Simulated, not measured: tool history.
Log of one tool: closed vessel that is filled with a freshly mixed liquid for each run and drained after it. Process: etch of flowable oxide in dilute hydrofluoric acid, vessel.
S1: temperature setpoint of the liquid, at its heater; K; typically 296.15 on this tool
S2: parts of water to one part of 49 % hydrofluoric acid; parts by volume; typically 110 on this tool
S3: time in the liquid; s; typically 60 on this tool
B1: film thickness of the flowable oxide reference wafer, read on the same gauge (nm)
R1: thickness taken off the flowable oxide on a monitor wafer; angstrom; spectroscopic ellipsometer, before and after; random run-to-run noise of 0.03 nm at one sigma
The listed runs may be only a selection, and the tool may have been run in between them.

run,hour,S1,S2,S3,B1,R1
1,0.0,294.65,110,60,99.99,145.5
2,16.5,296.15,145,60,100.02,114.2
3,29.7,296.15,110,60,100.00,155.6
4,45.6,296.15,80,60,100.01,220.7
5,53.6,296.15,80,60,100.00,220.6
6,61.6,296.15,110,60,100.00,155.8
7,74.4,296.15,110,60,100.01,155.1
8,92.4,296.15,110,60,100.00,156.1
# hour 98.4: hydrofluoric acid flow meter replaced
9,100.3,296.15,110,40,99.99,92.9
# hour 102.5: thermometer replaced
10,113.2,301.15,110,90,99.99,278.4
# hour 118.5: gauge calibrated
11,120.6,292.65,90,85,100.01,235.7
12,129.3,294.15,65,40,100.00,168.2
13,140.9,300.15,90,60,100.00,225.5
14,154.9,300.65,95,50,100.00,180.5

What if the next run were any one of these 3? Each begins from the tool's condition after run 14:
A,155.6,292.65,110,60,?,?
B,155.6,296.15,130,60,?,?
C,155.6,298.65,110,45,?,?

run,B1,R1
A,100.00,133.5
B,100.00,127.2
C,100.00,127.3
With the hidden condition removed and each run's random variation left untouched, the same runs would have given:
run,R1
A,131.1
B,124.8
C,124.9

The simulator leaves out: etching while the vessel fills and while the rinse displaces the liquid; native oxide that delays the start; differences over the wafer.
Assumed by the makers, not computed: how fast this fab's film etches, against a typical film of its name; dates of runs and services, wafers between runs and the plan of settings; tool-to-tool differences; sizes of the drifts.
